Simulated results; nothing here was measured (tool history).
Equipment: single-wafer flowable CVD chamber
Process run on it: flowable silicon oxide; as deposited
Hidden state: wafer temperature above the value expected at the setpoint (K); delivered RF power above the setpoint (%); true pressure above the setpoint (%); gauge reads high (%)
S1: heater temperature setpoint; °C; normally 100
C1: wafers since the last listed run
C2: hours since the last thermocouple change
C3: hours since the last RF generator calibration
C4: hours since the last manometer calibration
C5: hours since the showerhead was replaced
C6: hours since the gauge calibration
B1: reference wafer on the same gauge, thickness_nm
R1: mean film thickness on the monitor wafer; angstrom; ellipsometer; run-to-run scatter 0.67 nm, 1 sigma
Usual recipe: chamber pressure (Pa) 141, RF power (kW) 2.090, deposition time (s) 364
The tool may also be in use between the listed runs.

run 1 hour=0.0 | S1=100 chamber_pressure_(Pa)=141 RF_power_(kW)=2.090 deposition_time_(s)=364 | C1=0 C2=164.2 C3=996.3 C4=844.8 C5=2200.3 C6=1881.6 | B1=266.192 | R1=3105.50
-- hour=12.6 capacitance manometer re-zeroed and calibrated
run 2 hour=85.6 | S1=89 chamber_pressure_(Pa)=141 RF_power_(kW)=2.090 deposition_time_(s)=364 | C1=337 C2=249.8 C3=1081.9 C4=73.0 C5=2285.9 C6=1967.2 | B1=266.022 | R1=4389.01
run 3 hour=174.0 | S1=100 chamber_pressure_(Pa)=141 RF_power_(kW)=2.090 deposition_time_(s)=364 | C1=384 C2=338.2 C3=1170.3 C4=161.4 C5=2374.3 C6=2055.6 | B1=266.063 | R1=3109.07
run 4 hour=251.0 | S1=100 chamber_pressure_(Pa)=141 RF_power_(kW)=2.090 deposition_time_(s)=364 | C1=334 C2=415.2 C3=1247.3 C4=238.4 C5=2451.3 C6=2132.6 | B1=265.960 | R1=3107.42
run 5 hour=323.9 | S1=100 chamber_pressure_(Pa)=108 RF_power_(kW)=1.895 deposition_time_(s)=364 | C1=317 C2=488.1 C3=1320.2 C4=311.3 C5=2524.2 C6=2205.5 | B1=265.991 | R1=2313.13
-- hour=393.8 showerhead replaced
run 6 hour=406.8 | S1=100 chamber_pressure_(Pa)=125 RF_power_(kW)=2.090 deposition_time_(s)=426 | C1=325 C2=571.0 C3=1403.1 C4=394.2 C5=13.0 C6=2288.4 | B1=266.070 | R1=3206.13
run 7 hour=467.9 | S1=100 chamber_pressure_(Pa)=165 RF_power_(kW)=2.295 deposition_time_(s)=402 | C1=265 C2=632.1 C3=1464.2 C4=455.3 C5=74.1 C6=2349.5 | B1=265.979 | R1=4051.26
-- hour=509.2 gauge calibrated
run 8 hour=573.0 | S1=100 chamber_pressure_(Pa)=171 RF_power_(kW)=1.675 deposition_time_(s)=303 | C1=457 C2=737.2 C3=1569.3 C4=560.4 C5=179.2 C6=63.8 | B1=265.887 | R1=3035.17
run 9 hour=618.1 | S1=100 chamber_pressure_(Pa)=141 RF_power_(kW)=2.090 deposition_time_(s)=339 | C1=196 C2=782.3 C3=1614.4 C4=605.5 C5=224.3 C6=108.9 | B1=266.064 | R1=2889.26
run 10 hour=673.9 | S1=100 chamber_pressure_(Pa)=141 RF_power_(kW)=2.090 deposition_time_(s)=364 | C1=242 C2=838.1 C3=1670.2 C4=661.3 C5=280.1 C6=164.7 | B1=265.951 | R1=3109.42
run 11 hour=716.5 | S1=115 chamber_pressure_(Pa)=119 RF_power_(kW)=2.090 deposition_time_(s)=364 | C1=185 C2=880.7 C3=1712.8 C4=703.9 C5=322.7 C6=207.3 | B1=265.912 | R1=1608.02
run 12 hour=776.0 | S1=106 chamber_pressure_(Pa)=119 RF_power_(kW)=2.460 deposition_time_(s)=364 | C1=258 C2=940.2 C3=1772.3 C4=763.4 C5=382.2 C6=266.8 | B1=265.887 | R1=2167.50
-- hour=960.9 capacitance manometer re-zeroed and calibrated
run 13 hour=1078.7 | S1=100 chamber_pressure_(Pa)=153 RF_power_(kW)=2.090 deposition_time_(s)=364 | C1=1281 C2=1242.9 C3=2075.0 C4=117.8 C5=684.9 C6=569.5 | B1=265.920 | R1=3372.47
run 14 hour=1174.8 | S1=100 chamber_pressure_(Pa)=119 RF_power_(kW)=2.090 deposition_time_(s)=402 | C1=417 C2=1339.0 C3=2171.1 C4=213.9 C5=781.0 C6=665.6 | B1=265.867 | R1=2841.78

What will run 15 give?
-- hour=1223.2 RF generator calibrated
run 15 hour=1241.7 | S1=87 chamber_pressure_(Pa)=141 RF_power_(kW)=1.915 deposition_time_(s)=308 | C1=256 C2=1405.9 C3=18.5 C4=280.8 C5=847.9 C6=732.5 | B1=? | R1=?

{"run 15": {"B1": 265.9, "R1": 3879.22}}
Were there no unlogged condition in the tool, this run, its random variation unchanged, would have produced R1 3879.22 angstrom.

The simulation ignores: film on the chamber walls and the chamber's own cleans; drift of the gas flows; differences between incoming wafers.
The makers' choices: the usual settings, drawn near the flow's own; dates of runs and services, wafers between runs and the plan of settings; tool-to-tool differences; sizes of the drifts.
